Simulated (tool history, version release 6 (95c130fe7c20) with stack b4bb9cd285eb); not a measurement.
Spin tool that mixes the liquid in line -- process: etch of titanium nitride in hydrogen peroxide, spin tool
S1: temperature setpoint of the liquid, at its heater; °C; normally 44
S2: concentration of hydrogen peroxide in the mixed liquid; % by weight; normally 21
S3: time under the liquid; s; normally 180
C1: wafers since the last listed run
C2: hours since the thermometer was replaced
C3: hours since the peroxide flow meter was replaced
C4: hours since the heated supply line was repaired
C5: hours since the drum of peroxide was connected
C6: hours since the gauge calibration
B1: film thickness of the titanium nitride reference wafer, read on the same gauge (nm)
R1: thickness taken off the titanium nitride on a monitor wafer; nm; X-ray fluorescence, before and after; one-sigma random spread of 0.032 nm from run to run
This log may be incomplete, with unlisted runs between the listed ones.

run 1 day=0 | S1=37.5 S2=21 S3=180 | C1=0 C2=1413.8 C3=1716.4 C4=1214.3 C5=940.5 C6=270 | B1=29.99 | R1=4.1
-- day=0.288 gauge calibrated
run 2 day=0.467 | S1=37.5 S2=21 S3=180 | C1=112 C2=1425 C3=1727.6 C4=1225.5 C5=951.7 C6=4.3 | B1=30.01 | R1=4.11
run 3 day=1.15 | S1=37.5 S2=21 S3=180 | C1=165 C2=1441.4 C3=1744 C4=1241.9 C5=968.1 C6=20.7 | B1=30 | R1=4.11
run 4 day=2.458 | S1=47.5 S2=21 S3=180 | C1=316 C2=1472.8 C3=1775.4 C4=1273.3 C5=999.5 C6=52.1 | B1=30.03 | R1=8.7
run 5 day=2.85 | S1=48.5 S2=21 S3=180 | C1=94 C2=1482.2 C3=1784.8 C4=1282.7 C5=1008.9 C6=61.5 | B1=30 | R1=9.39
run 6 day=3.117 | S1=48.5 S2=21 S3=180 | C1=64 C2=1488.6 C3=1791.2 C4=1289.1 C5=1015.3 C6=67.9 | B1=30.02 | R1=9.5
run 7 day=3.829 | S1=44 S2=21 S3=155 | C1=172 C2=1505.7 C3=1808.3 C4=1306.2 C5=1032.4 C6=85 | B1=30 | R1=5.85
run 8 day=4.483 | S1=44 S2=21 S3=155 | C1=158 C2=1521.4 C3=1824 C4=1321.9 C5=1048.1 C6=100.7 | B1=30.01 | R1=5.83
run 9 day=5.125 | S1=44 S2=21 S3=155 | C1=155 C2=1536.8 C3=1839.4 C4=1337.3 C5=1063.5 C6=116.1 | B1=30.04 | R1=5.83
run 10 day=5.542 | S1=38.5 S2=21 S3=180 | C1=100 C2=1546.8 C3=1849.4 C4=1347.3 C5=1073.5 C6=126.1 | B1=29.98 | R1=4.43
run 11 day=5.942 | S1=44 S2=21 S3=180 | C1=96 C2=1556.4 C3=1859 C4=1356.9 C5=1083.1 C6=135.7 | B1=30.02 | R1=6.79
run 12 day=6.325 | S1=44 S2=21 S3=180 | C1=92 C2=1565.6 C3=1868.2 C4=1366.1 C5=1092.3 C6=144.9 | B1=30.03 | R1=6.77
-- day=7.288 new drum of peroxide connected
run 13 day=8.392 | S1=49 S2=27 S3=105 | C1=489 C2=1615.2 C3=1917.8 C4=1415.7 C5=26.5 C6=194.5 | B1=29.99 | R1=6
run 14 day=8.688 | S1=44 S2=21 S3=180 | C1=71 C2=1622.3 C3=1924.9 C4=1422.8 C5=33.6 C6=201.6 | B1=29.98 | R1=6.68
-- day=8.888 thermometer replaced
run 15 day=9.158 | S1=52 S2=21 S3=290 | C1=103 C2=6.5 C3=1936.2 C4=1434.1 C5=44.9 C6=212.9 | B1=30 | R1=19.41
run 16 day=9.758 | S1=44 S2=15 S3=285 | C1=145 C2=20.9 C3=1950.6 C4=1448.5 C5=59.3 C6=227.3 | B1=30.03 | R1=9.83
run 17 day=10.117 | S1=46.5 S2=21 S3=280 | C1=86 C2=29.5 C3=1959.2 C4=1457.1 C5=67.9 C6=235.9 | B1=30.01 | R1=12.62
-- day=10.604 gauge calibrated
run 18 day=10.804 | S1=38.5 S2=27.5 S3=225 | C1=166 C2=46 C3=1975.7 C4=1473.6 C5=84.4 C6=4.8 | B1=29.97 | R1=5.81
-- day=10.929 heated supply line repaired
-- day=11.275 peroxide flow meter replaced
run 19 day=11.392 | S1=44 S2=15.5 S3=230 | C1=121 C2=60.1 C3=2.8 C4=11.1 C5=98.5 C6=18.9 | B1=30.01 | R1=8.63
run 20 day=11.912 | S1=44 S2=21 S3=180 | C1=125 C2=72.6 C3=15.3 C4=23.6 C5=111 C6=31.4 | B1=29.99 | R1=7.24
run 21 day=12.346 | S1=37 S2=21 S3=180 | C1=104 C2=83 C3=25.7 C4=34 C5=121.4 C6=41.8 | B1=30.01 | R1=4.23
run 22 day=12.804 | S1=44 S2=21 S3=180 | C1=110 C2=94 C3=36.7 C4=45 C5=132.4 C6=52.8 | B1=29.97 | R1=7.24
run 23 day=13.346 | S1=34.5 S2=21 S3=105 | C1=131 C2=107 C3=49.7 C4=58 C5=145.4 C6=65.8 | B1=29.99 | R1=2.02
run 24 day=13.779 | S1=44 S2=21 S3=180 | C1=104 C2=117.4 C3=60.1 C4=68.4 C5=155.8 C6=76.2 | B1=30 | R1=7.16
run 25 day=14.421 | S1=38 S2=21 S3=180 | C1=155 C2=132.8 C3=75.5 C4=83.8 C5=171.2 C6=91.6 | B1=30.03 | R1=4.54
run 26 day=15.104 | S1=44 S2=24.5 S3=250 | C1=165 C2=149.2 C3=91.9 C4=100.2 C5=187.6 C6=108 | B1=29.98 | R1=10.39

Forecast each of these 3 alternatives for the next run:
run A day=15.125 | S1=44 S2=21 S3=180 | C1=5 C2=149.7 C3=92.4 C4=100.7 C5=188.1 C6=108.5 | B1=? | R1=?
run B day=15.125 | S1=48.5 S2=16.5 S3=75 | C1=5 C2=149.7 C3=92.4 C4=100.7 C5=188.1 C6=108.5 | B1=? | R1=?
run C day=15.125 | S1=53 S2=21 S3=180 | C1=5 C2=149.7 C3=92.4 C4=100.7 C5=188.1 C6=108.5 | B1=? | R1=?

run=A B1=29.98 R1=7.19
run=B B1=29.98 R1=3.97
run=C B1=29.98 R1=13.88
Without the tool's unlogged condition, the same runs would have read:
run=A R1=7.35
run=B R1=4.06
run=C R1=14.17
